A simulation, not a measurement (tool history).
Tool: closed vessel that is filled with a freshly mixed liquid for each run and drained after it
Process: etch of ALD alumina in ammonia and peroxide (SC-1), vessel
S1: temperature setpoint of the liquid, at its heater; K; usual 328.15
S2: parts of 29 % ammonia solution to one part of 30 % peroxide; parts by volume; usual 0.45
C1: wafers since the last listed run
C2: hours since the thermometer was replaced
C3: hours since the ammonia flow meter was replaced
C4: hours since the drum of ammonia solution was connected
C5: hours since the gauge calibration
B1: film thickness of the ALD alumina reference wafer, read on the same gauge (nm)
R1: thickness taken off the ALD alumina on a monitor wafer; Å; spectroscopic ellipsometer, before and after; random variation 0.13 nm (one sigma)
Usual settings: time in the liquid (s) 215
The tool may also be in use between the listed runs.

run 1 hour=0 | S1=328.15 S2=0.45 time_in_the_liquid_(s)=215 | C1=0 C2=1264.6 C3=522.6 C4=327.9 C5=1191.3 | B1=130 | R1=153.9
run 2 hour=92.5 | S1=328.15 S2=0.45 time_in_the_liquid_(s)=165 | C1=9281 C2=1357.1 C3=615.1 C4=420.4 C5=1283.8 | B1=130 | R1=118.2
run 3 hour=161 | S1=328.15 S2=0.45 time_in_the_liquid_(s)=215 | C1=6873 C2=1425.6 C3=683.6 C4=488.9 C5=1352.3 | B1=129.99 | R1=154.7
run 4 hour=224.5 | S1=328.15 S2=0.5 time_in_the_liquid_(s)=215 | C1=6371 C2=1489.1 C3=747.1 C4=552.4 C5=1415.8 | B1=130 | R1=157.1
run 5 hour=293.6 | S1=328.15 S2=0.5 time_in_the_liquid_(s)=215 | C1=6933 C2=1558.2 C3=816.2 C4=621.5 C5=1484.9 | B1=129.98 | R1=156.6
-- hour=302.4 new drum of ammonia solution connected
run 6 hour=397 | S1=328.15 S2=0.45 time_in_the_liquid_(s)=215 | C1=10275 C2=1661.6 C3=919.6 C4=94.6 C5=1588.3 | B1=129.99 | R1=152
run 7 hour=468.9 | S1=328.15 S2=0.45 time_in_the_liquid_(s)=215 | C1=7214 C2=1733.5 C3=991.5 C4=166.5 C5=1660.2 | B1=130 | R1=150.1
run 8 hour=510.6 | S1=328.15 S2=0.45 time_in_the_liquid_(s)=160 | C1=4184 C2=1775.2 C3=1033.2 C4=208.2 C5=1701.9 | B1=129.99 | R1=113.7
run 9 hour=602.1 | S1=328.15 S2=0.45 time_in_the_liquid_(s)=265 | C1=9181 C2=1866.7 C3=1124.7 C4=299.7 C5=1793.4 | B1=130 | R1=184.9
run 10 hour=647.4 | S1=328.15 S2=0.45 time_in_the_liquid_(s)=265 | C1=4545 C2=1912 C3=1170 C4=345 C5=1838.7 | B1=129.98 | R1=184.7
-- hour=717.7 gauge calibrated
run 11 hour=744 | S1=328.15 S2=0.45 time_in_the_liquid_(s)=265 | C1=9693 C2=2008.6 C3=1266.6 C4=441.6 C5=26.3 | B1=130.02 | R1=181.8
-- hour=873.1 ammonia flow meter replaced
run 12 hour=890.9 | S1=328.15 S2=0.45 time_in_the_liquid_(s)=215 | C1=14640 C2=2155.5 C3=17.8 C4=588.5 C5=173.2 | B1=129.99 | R1=148.5
-- hour=987 new drum of ammonia solution connected
run 13 hour=998.2 | S1=328.15 S2=0.45 time_in_the_liquid_(s)=215 | C1=10666 C2=2262.8 C3=125.1 C4=11.2 C5=280.5 | B1=129.98 | R1=149.4
run 14 hour=1048.5 | S1=328.15 S2=0.45 time_in_the_liquid_(s)=130 | C1=5047 C2=2313.1 C3=175.4 C4=61.5 C5=330.8 | B1=130 | R1=90.4
run 15 hour=1116.9 | S1=328.15 S2=0.45 time_in_the_liquid_(s)=215 | C1=6863 C2=2381.5 C3=243.8 C4=129.9 C5=399.2 | B1=130.03 | R1=149.4
run 16 hour=1156.1 | S1=328.15 S2=0.45 time_in_the_liquid_(s)=215 | C1=3933 C2=2420.7 C3=283 C4=169.1 C5=438.4 | B1=130.02 | R1=148.7
-- hour=1215.9 thermometer replaced
run 17 hour=1249.6 | S1=337.15 S2=0.45 time_in_the_liquid_(s)=215 | C1=9281 C2=33.7 C3=376.5 C4=262.6 C5=531.9 | B1=130.01 | R1=222.2
run 18 hour=1287.4 | S1=336.15 S2=0.55 time_in_the_liquid_(s)=155 | C1=3793 C2=71.5 C3=414.3 C4=300.4 C5=569.7 | B1=130 | R1=155.1
run 19 hour=1382 | S1=328.15 S2=0.45 time_in_the_liquid_(s)=120 | C1=9492 C2=166.1 C3=508.9 C4=395 C5=664.3 | B1=130 | R1=76.5
run 20 hour=1429.9 | S1=319.15 S2=0.25 time_in_the_liquid_(s)=140 | C1=4806 C2=214 C3=556.8 C4=442.9 C5=712.2 | B1=129.99 | R1=51.1
-- hour=1471.5 thermometer replaced, repeated, since the last time left the tool worse
run 21 hour=1530.8 | S1=328.15 S2=0.45 time_in_the_liquid_(s)=215 | C1=10024 C2=59.3 C3=657.7 C4=543.8 C5=813.1 | B1=129.97 | R1=160.6
run 22 hour=1618.8 | S1=336.65 S2=0.35 time_in_the_liquid_(s)=215 | C1=8830 C2=147.3 C3=745.7 C4=631.8 C5=901.1 | B1=130.01 | R1=237.5
run 23 hour=1685.9 | S1=321.15 S2=0.35 time_in_the_liquid_(s)=175 | C1=6733 C2=214.4 C3=812.8 C4=698.9 C5=968.2 | B1=130.01 | R1=86.8
-- hour=1699 new drum of ammonia solution connected
run 24 hour=1728.8 | S1=324.65 S2=0.55 time_in_the_liquid_(s)=90 | C1=4204 C2=257.3 C3=855.7 C4=29.8 C5=1011.1 | B1=130.02 | R1=56.3
run 25 hour=1815.2 | S1=328.15 S2=0.45 time_in_the_liquid_(s)=215 | C1=8669 C2=343.7 C3=942.1 C4=116.2 C5=1097.5 | B1=130.01 | R1=158.4
run 26 hour=1872.9 | S1=328.15 S2=0.25 time_in_the_liquid_(s)=90 | C1=5789 C2=401.4 C3=999.8 C4=173.9 C5=1155.2 | B1=130.01 | R1=62.7
run 27 hour=1922.1 | S1=331.65 S2=0.4 time_in_the_liquid_(s)=215 | C1=4936 C2=450.6 C3=1049 C4=223.1 C5=1204.4 | B1=129.99 | R1=186.6

5 ways to go on from here, each from the tool as it stands after run 27. What would each give?
run A hour=1922.8 | S1=328.15 S2=0.45 time_in_the_liquid_(s)=95 | C1=70 C2=451.3 C3=1049.7 C4=223.8 C5=1205.1 | B1=? | R1=?
run B hour=1922.8 | S1=328.15 S2=0.4 time_in_the_liquid_(s)=215 | C1=70 C2=451.3 C3=1049.7 C4=223.8 C5=1205.1 | B1=? | R1=?
run C hour=1922.8 | S1=323.65 S2=0.4 time_in_the_liquid_(s)=215 | C1=70 C2=451.3 C3=1049.7 C4=223.8 C5=1205.1 | B1=? | R1=?
run D hour=1922.8 | S1=321.15 S2=0.45 time_in_the_liquid_(s)=105 | C1=70 C2=451.3 C3=1049.7 C4=223.8 C5=1205.1 | B1=? | R1=?
run E hour=1922.8 | S1=330.65 S2=0.35 time_in_the_liquid_(s)=115 | C1=70 C2=451.3 C3=1049.7 C4=223.8 C5=1205.1 | B1=? | R1=?

run=A B1=129.98 R1=70
run=B B1=129.98 R1=156.7
run=C B1=129.98 R1=122.8
run=D B1=129.98 R1=52.8
run=E B1=129.98 R1=94.5
Without the tool's hidden state the same runs would have given:
run=A R1=72.2
run=B R1=161.5
run=C R1=126.7
run=D R1=54.5
run=E R1=97.3

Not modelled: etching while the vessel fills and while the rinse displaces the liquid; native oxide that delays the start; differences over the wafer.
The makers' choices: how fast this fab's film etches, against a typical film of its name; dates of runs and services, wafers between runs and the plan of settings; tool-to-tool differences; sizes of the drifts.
